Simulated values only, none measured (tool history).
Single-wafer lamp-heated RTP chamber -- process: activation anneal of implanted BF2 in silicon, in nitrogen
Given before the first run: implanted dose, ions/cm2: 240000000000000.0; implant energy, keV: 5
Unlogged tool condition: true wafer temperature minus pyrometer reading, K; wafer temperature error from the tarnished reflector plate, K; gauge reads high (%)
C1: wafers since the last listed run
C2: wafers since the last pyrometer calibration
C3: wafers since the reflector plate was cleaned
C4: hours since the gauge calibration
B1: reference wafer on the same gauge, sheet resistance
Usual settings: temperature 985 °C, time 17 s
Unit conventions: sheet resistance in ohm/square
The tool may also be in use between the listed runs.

Run 1, day 0.000: usual settings but time 21 s; C1 0; C2 1879; C3 3272; C4 315.5; B1 553.30. Result: sheet resistance 651.22 ohm/square.
At day 2.292: reflector plate cleaned.
Run 2, day 4.442: usual settings but temperature 976 °C; C1 2000; C2 3879; C3 1047; C4 422.1; B1 553.18. Result: sheet resistance 694.89 ohm/square.
Run 3, day 5.246: usual settings but temperature 976 °C; C1 391; C2 4271; C3 1439; C4 441.4; B1 552.89. Result: sheet resistance 694.52 ohm/square.
Run 4, day 6.446: usual settings but temperature 965 °C; C1 584; C2 4855; C3 2023; C4 470.2; B1 552.92. Result: sheet resistance 711.40 ohm/square.
Run 5, day 7.146: usual settings; C1 340; C2 5196; C3 2364; C4 487.0; B1 552.75. Result: sheet resistance 655.44 ohm/square.
Run 6, day 7.758: usual settings but temperature 1001 °C; C1 298; C2 5494; C3 2662; C4 501.7; B1 552.23. Result: sheet resistance 617.18 ohm/square.
At day 8.392: pyrometer window cleaned and pyrometer calibrated.
Run 7, day 8.812: usual settings but time 25 s; C1 350; C2 204; C3 3013; C4 527.0; B1 553.02. Result: sheet resistance 646.40 ohm/square.
Run 8, day 9.875: usual settings; C1 517; C2 722; C3 3530; C4 552.5; B1 552.94. Result: sheet resistance 665.58 ohm/square.
Run 9, day 10.667: usual settings but time 11 s; C1 385; C2 1107; C3 3916; C4 571.5; B1 552.88. Result: sheet resistance 683.92 ohm/square.
At day 11.583: reflector plate cleaned.
At day 11.721: gauge calibrated.
Run 10, day 13.246: usual settings; C1 1093; C2 2201; C3 809; C4 36.6; B1 552.09. Result: sheet resistance 671.67 ohm/square.
Run 11, day 14.671: usual settings; C1 693; C2 2894; C3 1503; C4 70.8; B1 553.04. Result: sheet resistance 667.59 ohm/square.
Run 12, day 15.862: usual settings; C1 580; C2 3475; C3 2083; C4 99.4; B1 552.55. Result: sheet resistance 661.56 ohm/square.
Run 13, day 17.029: usual settings; C1 568; C2 4043; C3 2651; C4 127.4; B1 553.25. Result: sheet resistance 663.62 ohm/square.
Run 14, day 17.808: usual settings; C1 379; C2 4422; C3 3030; C4 146.1; B1 552.59. Result: sheet resistance 653.70 ohm/square.
Run 15, day 18.592: usual settings but time 20 s; C1 381; C2 4803; C3 3412; C4 164.9; B1 553.67. Result: sheet resistance 641.35 ohm/square.
Run 16, day 19.692: usual settings but temperature 960 °C, time 8 s; C1 535; C2 5339; C3 3947; C4 191.3; B1 552.47. Result: sheet resistance 758.24 ohm/square.
Run 17, day 20.858: usual settings but time 24 s; C1 568; C2 5907; C3 4516; C4 219.3; B1 553.24. Result: sheet resistance 616.93 ohm/square.
At day 21.275: reflector plate cleaned.
Run 18, day 21.929: usual settings but temperature 956 °C, time 9 s; C1 359; C2 6266; C3 318; C4 245.0; B1 553.02. Result: sheet resistance 786.36 ohm/square.
At day 22.396: pyrometer window cleaned and pyrometer calibrated.
Run 19, day 23.104: usual settings but temperature 998 °C; C1 409; C2 345; C3 728; C4 273.2; B1 553.16. Result: sheet resistance 644.75 ohm/square.
Run 20, day 24.279: usual settings; C1 572; C2 917; C3 1300; C4 301.4; B1 553.09. Result: sheet resistance 677.36 ohm/square.
Run 21, day 25.079: usual settings; C1 389; C2 1307; C3 1689; C4 320.6; B1 552.60. Result: sheet resistance 675.91 ohm/square.
Run 22, day 26.121: usual settings but temperature 957 °C; C1 507; C2 1814; C3 2197; C4 345.6; B1 553.32. Result: sheet resistance 752.30 ohm/square.
Run 23, day 27.396: usual settings but temperature 1014 °C, time 21 s; C1 620; C2 2435; C3 2817; C4 376.2; B1 553.10. Result: sheet resistance 586.57 ohm/square.
Run 24, day 28.604: usual settings but temperature 1006 °C, time 8 s; C1 588; C2 3023; C3 3406; C4 405.2; B1 552.86. Result: sheet resistance 647.57 ohm/square.
Run 25, day 29.721: usual settings but temperature 956 °C; C1 543; C2 3567; C3 3950; C4 432.0; B1 553.11. Result: sheet resistance 734.58 ohm/square.
At day 31.112: reflector plate cleaned.
Run 26, day 31.133: usual settings but time 7 s; C1 525; C2 4092; C3 10; C4 465.9; B1 553.07. Result: sheet resistance 717.11 ohm/square.
Run 27, day 31.888: usual settings but temperature 965 °C; C1 367; C2 4459; C3 377; C4 484.0; B1 553.32. Result: sheet resistance 722.57 ohm/square.
Run 28, day 32.433: usual settings; C1 265; C2 4725; C3 643; C4 497.1; B1 553.71. Result: sheet resistance 666.28 ohm/square.
Run 29, day 33.129: usual settings but temperature 1014 °C, time 14 s; C1 338; C2 5064; C3 982; C4 513.8; B1 552.86. Result: sheet resistance 605.37 ohm/square.
Run 30, day 33.679: usual settings but temperature 959 °C; C1 267; C2 5332; C3 1250; C4 527.0; B1 552.69. Result: sheet resistance 736.47 ohm/square.

Across each entry between runs, compare the hidden state at the last listed run before it with the hidden state at the first listed run after it:
Run 1 -> run 2: reflector plate cleaned (day 2.292)
  true wafer temperature minus pyrometer reading, K: 2.92 -> 5.24; wafer temperature error from the tarnished reflector plate, K: 4.99 -> 0.579
  the result without the hidden state subtracted from the measured one, sheet resistance: -21.05 -> -16.52 ohm/square
Run 6 -> run 7: pyrometer window cleaned and pyrometer calibrated (day 8.392)
  true wafer temperature minus pyrometer reading, K: 6.96 -> 1.03; wafer temperature error from the tarnished reflector plate, K: 3.03 -> 4.26
  the result without the hidden state subtracted from the measured one, sheet resistance: -24.77 -> -13.91 ohm/square
Run 9 -> run 10: reflector plate cleaned (day 11.583); gauge calibrated (day 11.721)
  true wafer temperature minus pyrometer reading, K: 1.99 -> 3.34; wafer temperature error from the tarnished reflector plate, K: 6.94 -> 1.46
  the result without the hidden state subtracted from the measured one, sheet resistance: -24.49 -> -12.96 ohm/square
Run 17 -> run 18: reflector plate cleaned (day 21.275)
  true wafer temperature minus pyrometer reading, K: 7.3 -> 7.86; wafer temperature error from the tarnished reflector plate, K: 9.54 -> 0.635
  the result without the hidden state subtracted from the measured one, sheet resistance: -43.68 -> -32.88 ohm/square
Run 18 -> run 19: pyrometer window cleaned and pyrometer calibrated (day 22.396)
  true wafer temperature minus pyrometer reading, K: 7.86 -> 0.938; wafer temperature error from the tarnished reflector plate, K: 0.635 -> 0.918
  the result without the hidden state subtracted from the measured one, sheet resistance: -32.88 -> -4.83 ohm/square
Run 25 -> run 26: reflector plate cleaned (day 31.112)
  true wafer temperature minus pyrometer reading, K: 4.39 -> 5.12; wafer temperature error from the tarnished reflector plate, K: 7.52 -> 1.14
  the result without the hidden state subtracted from the measured one, sheet resistance: -41.74 -> -17.55 ohm/square
